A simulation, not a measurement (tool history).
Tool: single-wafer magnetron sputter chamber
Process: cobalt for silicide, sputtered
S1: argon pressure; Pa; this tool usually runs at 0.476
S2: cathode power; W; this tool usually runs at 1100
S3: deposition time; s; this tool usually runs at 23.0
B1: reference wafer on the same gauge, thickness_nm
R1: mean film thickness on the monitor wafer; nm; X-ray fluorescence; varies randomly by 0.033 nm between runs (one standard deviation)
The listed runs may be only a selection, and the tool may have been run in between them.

run   hour     S1    S2    S3      B1      R1
  1    0.0  0.476  1100  23.0  13.404  11.830
  2   24.6  0.476  1100  23.0  13.403  11.806
  3   50.2  0.375  1000  23.0  13.403  11.321
  4   66.4  0.375  1000  23.0  13.403  11.357
  5   90.6  0.476  1100  23.0  13.404  11.803
  6  107.3  0.476  1100  23.0  13.406  11.825
  7  128.2  0.476  1100  23.0  13.397  11.776
     140.4  -- sputter target and shields replaced
     209.6  -- capacitance manometer re-zeroed and calibrated
  8  229.0  0.476  1100  23.0  13.396  12.083
  9  243.6  0.476  1100  23.0  13.390  12.044
 10  274.7  0.476  1100  23.0  13.391  12.022
 11  293.0  0.476  1100  23.0  13.404  12.012
 12  305.1  0.476  1100  23.0  13.403  11.941
 13  333.9  0.476  1100  23.0  13.404  11.936
 14  354.6  0.476  1050  25.4  13.402  12.687
 15  380.9  0.476  1350  18.5  13.396  11.377
 16  400.8  0.529  1250  26.0  13.390  14.745
     408.9  -- magnet pack replaced
     425.5  -- sputter target and shields replaced
 17  426.0  0.329   950  20.4  13.405  10.044
     442.2  -- gauge calibrated
 18  444.6  0.644  1300  20.6  13.405  11.679
 19  478.9  0.613  1250  23.0  13.406  12.681
 20  569.9  0.368  1250  23.0  13.396  13.935
 21  591.1  0.476  1100  26.5  13.407  13.759
 22  611.6  0.476  1100  23.0  13.394  11.889
 23  639.8  0.476  1100  23.0  13.402  11.855
 24  654.3  0.476   800  23.0  13.403   9.138
 25  682.9  0.528   950  18.9  13.393   8.440
 26  695.3  0.348   850  23.0  13.397  10.100
 27  713.5  0.476  1250  23.0  13.394  13.138
 28  738.7  0.476  1100  23.0  13.392  11.797
     764.5  -- sputter target and shields replaced
 29  765.0  0.476  1100  26.3  13.412  13.685
 30  782.0  0.476  1100  23.0  13.398  11.988
 31  815.6  0.476  1100  23.0  13.402  11.957
 32  846.7  0.582   900  25.6  13.395  10.760
 33  859.4  0.426  1000  25.0  13.406  12.297
 34  895.0  0.476   850  19.1  13.400   8.004
 35  926.8  0.476  1350  20.5  13.404  12.639

Run-by-run hidden state of the tool:
gauge reads high (%): 0 in every run
H1: deposition rate above that of a new target (%)
H2: true argon pressure above the setpoint (%)
run       H1       H2
  1   -0.863     8.27
  2   -0.997     8.31
  3    -1.14     8.35
  4    -1.22     8.37
  5    -1.36     8.41
  6    -1.45     8.43
  7    -1.56     8.46
  8   -0.536  -0.0893
  9   -0.615    0.146
 10   -0.784    0.626
 11   -0.884    0.895
 12    -0.95     1.07
 13    -1.11     1.46
 14    -1.22     1.73
 15    -1.36     2.06
 16    -1.47      2.3
 17   -0.194     2.59
 18   -0.295     2.79
 19   -0.482     3.15
 20   -0.977     3.99
 21    -1.09     4.17
 22     -1.2     4.33
 23    -1.36     4.54
 24    -1.44     4.65
 25    -1.59     4.85
 26    -1.66     4.93
 27    -1.76     5.05
 28     -1.9     5.21
 29  -0.0998     5.36
 30   -0.192     5.46
 31   -0.375     5.64
 32   -0.544      5.8
 33   -0.614     5.86
 34   -0.807     6.03
 35    -0.98     6.16

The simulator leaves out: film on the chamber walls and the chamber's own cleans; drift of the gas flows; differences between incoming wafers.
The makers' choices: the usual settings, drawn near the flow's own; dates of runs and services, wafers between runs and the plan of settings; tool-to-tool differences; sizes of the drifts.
